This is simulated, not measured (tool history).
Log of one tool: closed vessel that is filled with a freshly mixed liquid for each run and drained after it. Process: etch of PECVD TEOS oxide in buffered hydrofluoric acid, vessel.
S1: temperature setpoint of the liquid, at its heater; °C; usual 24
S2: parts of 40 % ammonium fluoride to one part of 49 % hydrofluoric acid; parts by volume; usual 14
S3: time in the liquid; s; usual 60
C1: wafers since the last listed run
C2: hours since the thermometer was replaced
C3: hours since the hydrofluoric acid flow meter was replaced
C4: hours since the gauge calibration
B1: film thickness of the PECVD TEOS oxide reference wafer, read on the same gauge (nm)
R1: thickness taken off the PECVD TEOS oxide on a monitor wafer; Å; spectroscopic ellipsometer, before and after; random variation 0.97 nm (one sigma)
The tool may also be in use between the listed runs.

Run 1, hour 0: usual settings but S2 16 parts by volume; C1 0; C2 61.2; C3 20.6; C4 420.1; B1 70.02. Result: R1 1246.6 Å.
Run 2, hour 67.2: usual settings but S2 16 parts by volume; C1 6622; C2 128.4; C3 87.8; C4 487.3; B1 69.95. Result: R1 1249.2 Å.
Run 3, hour 120.6: usual settings but S2 16 parts by volume; C1 5262; C2 181.8; C3 141.2; C4 540.7; B1 69.98. Result: R1 1270.6 Å.
Run 4, hour 161.7: usual settings; C1 4050; C2 222.9; C3 182.3; C4 581.8; B1 70.01. Result: R1 1451.2 Å.
Run 5, hour 227.2: usual settings; C1 6454; C2 288.4; C3 247.8; C4 647.3; B1 70.01. Result: R1 1471.7 Å.
Run 6, hour 282.6: usual settings; C1 5459; C2 343.8; C3 303.2; C4 702.7; B1 70.01. Result: R1 1488.9 Å.
Run 7, hour 330.9: usual settings; C1 4759; C2 392.1; C3 351.5; C4 751; B1 69.99. Result: R1 1472.2 Å.
Run 8, hour 409.2: usual settings; C1 7716; C2 470.4; C3 429.8; C4 829.3; B1 70.01. Result: R1 1515 Å.
At hour 446.1: thermometer replaced.
Run 9, hour 482.4: usual settings but S1 20.5 °C, S2 9 parts by volume, S3 80 s; C1 7115; C2 36.3; C3 503; C4 902.5; B1 70.01. Result: R1 2495.8 Å.

The next listed run, before its measurement:
Run 10, hour 570.7: usual settings but S1 22 °C; C1 8701; C2 124.6; C3 591.3; C4 990.8; B1 ?. Result: R1 ?.

{"run 10": {"B1": 70.05, "R1": 1364.6}}
Without the tool's hidden state the same run would have given R1 1250.7 Å.
